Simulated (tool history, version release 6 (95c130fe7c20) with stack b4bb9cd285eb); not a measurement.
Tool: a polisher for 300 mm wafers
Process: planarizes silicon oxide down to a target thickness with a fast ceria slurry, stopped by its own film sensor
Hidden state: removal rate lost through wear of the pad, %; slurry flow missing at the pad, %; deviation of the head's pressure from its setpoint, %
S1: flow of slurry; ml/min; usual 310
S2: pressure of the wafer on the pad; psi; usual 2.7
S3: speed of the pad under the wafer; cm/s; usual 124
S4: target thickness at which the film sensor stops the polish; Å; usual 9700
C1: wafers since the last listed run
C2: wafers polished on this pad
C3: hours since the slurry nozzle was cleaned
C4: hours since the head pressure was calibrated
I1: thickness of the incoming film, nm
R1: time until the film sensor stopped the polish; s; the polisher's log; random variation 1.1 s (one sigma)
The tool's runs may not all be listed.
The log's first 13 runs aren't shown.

run 14 day=38.000 | S1=310 S2=2.7 S3=124 S4=9700 | C1=693 C2=2688 C3=122.2 C4=1095.2 | I1=2059.4 | R1=67.4
run 15 day=40.092 | S1=310 S2=2.7 S3=152 S4=9700 | C1=386 C2=3075 C3=172.4 C4=1145.4 | I1=2064.6 | R1=57.4
run 16 day=43.462 | S1=310 S2=2.7 S3=152 S4=9700 | C1=623 C2=3698 C3=253.3 C4=1226.3 | I1=2100.0 | R1=59.4
-- day=44.908 worn pad replaced by a new one
-- day=45.075 head pressure recalibrated
run 17 day=46.846 | S1=310 S2=2.7 S3=152 S4=9700 | C1=579 C2=342 C3=334.5 C4=42.5 | I1=2049.4 | R1=50.2
run 18 day=50.779 | S1=245 S2=3.0 S3=124 S4=13230 | C1=727 C2=1069 C3=428.9 C4=136.9 | I1=2097.5 | R1=42.9
run 19 day=52.454 | S1=310 S2=2.7 S3=136 S4=9700 | C1=309 C2=1379 C3=469.1 C4=177.1 | I1=2030.0 | R1=59.6
-- day=58.138 slurry nozzle cleaned
run 20 day=59.929 | S1=310 S2=2.7 S3=124 S4=9700 | C1=1373 C2=2753 C3=43.0 C4=356.5 | I1=2085.0 | R1=69.4
run 21 day=63.221 | S1=310 S2=2.7 S3=124 S4=9700 | C1=608 C2=3361 C3=122.0 C4=435.5 | I1=2065.0 | R1=67.1
run 22 day=67.121 | S1=345 S2=2.7 S3=124 S4=9700 | C1=720 C2=4082 C3=215.6 C4=529.1 | I1=2044.5 | R1=66.5
run 23 day=69.838 | S1=345 S2=2.7 S3=112 S4=9700 | C1=502 C2=4584 C3=280.8 C4=594.3 | I1=2090.7 | R1=77.7
-- day=71.504 worn pad replaced by a new one
run 24 day=71.721 | S1=395 S2=2.7 S3=124 S4=9700 | C1=317 C2=40 C3=326.0 C4=639.5 | I1=2092.1 | R1=59.8
run 25 day=75.117 | S1=310 S2=2.7 S3=124 S4=9700 | C1=627 C2=667 C3=407.5 C4=721.0 | I1=2081.3 | R1=63.1
run 26 day=79.321 | S1=310 S2=2.7 S3=124 S4=9700 | C1=777 C2=1444 C3=508.4 C4=821.9 | I1=2064.3 | R1=65.9
-- day=81.008 slurry nozzle cleaned
run 27 day=81.621 | S1=310 S2=2.7 S3=90 S4=12000 | C1=417 C2=1862 C3=14.7 C4=877.1 | I1=2063.4 | R1=71.1
run 28 day=93.071 | S1=420 S2=2.7 S3=124 S4=9700 | C1=2116 C2=3978 C3=289.5 C4=1151.9 | I1=2063.2 | R1=66.3
-- day=95.088 worn pad replaced by a new one
run 29 day=95.108 | S1=210 S2=2.7 S3=92 S4=9700 | C1=345 C2=3 C3=338.4 C4=1200.8 | I1=2068.5 | R1=83.9
run 30 day=96.758 | S1=230 S2=3.2 S3=124 S4=9700 | C1=304 C2=308 C3=378.0 C4=1240.4 | I1=2056.5 | R1=58.5
run 31 day=100.762 | S1=310 S2=2.7 S3=82 S4=9700 | C1=740 C2=1048 C3=474.1 C4=1336.5 | I1=2017.4 | R1=91.4
-- day=102.121 head pressure recalibrated
run 32 day=103.467 | S1=310 S2=2.7 S3=100 S4=9700 | C1=484 C2=1533 C3=539.0 C4=32.3 | I1=2073.6 | R1=85.8
-- day=105.538 slurry nozzle cleaned
run 33 day=105.638 | S1=385 S2=2.7 S3=166 S4=9700 | C1=393 C2=1926 C3=2.4 C4=84.4 | I1=2075.8 | R1=51.5
run 34 day=108.112 | S1=310 S2=1.9 S3=166 S4=12870 | C1=457 C2=2384 C3=61.8 C4=143.8 | I1=2076.1 | R1=49.3
run 35 day=112.458 | S1=280 S2=1.8 S3=124 S4=6000 | C1=803 C2=3187 C3=166.1 C4=248.1 | I1=2039.2 | R1=122.9

5 ways to go on from here, each from the tool as it stands after run 35. What would each give?
run A day=112.475 | S1=310 S2=2.7 S3=124 S4=9700 | C1=3 C2=3190 C3=166.5 C4=248.5 | I1=2056.4 | R1=?
run B day=112.475 | S1=280 S2=3.1 S3=110 S4=9700 | C1=3 C2=3190 C3=166.5 C4=248.5 | I1=2056.4 | R1=?
run C day=112.475 | S1=310 S2=3.3 S3=124 S4=13420 | C1=3 C2=3190 C3=166.5 C4=248.5 | I1=2056.4 | R1=?
run D day=112.475 | S1=280 S2=2.4 S3=124 S4=9700 | C1=3 C2=3190 C3=166.5 C4=248.5 | I1=2056.4 | R1=?
run E day=112.475 | S1=230 S2=2.7 S3=140 S4=9700 | C1=3 C2=3190 C3=166.5 C4=248.5 | I1=2056.4 | R1=?

run=A R1=68.6
run=B R1=70.0
run=C R1=38.9
run=D R1=75.3
run=E R1=63.3
Without the tool's hidden state the same runs would have given:
run=A R1=58.7
run=B R1=60.0
run=C R1=33.3
run=D R1=64.4
run=E R1=54.2
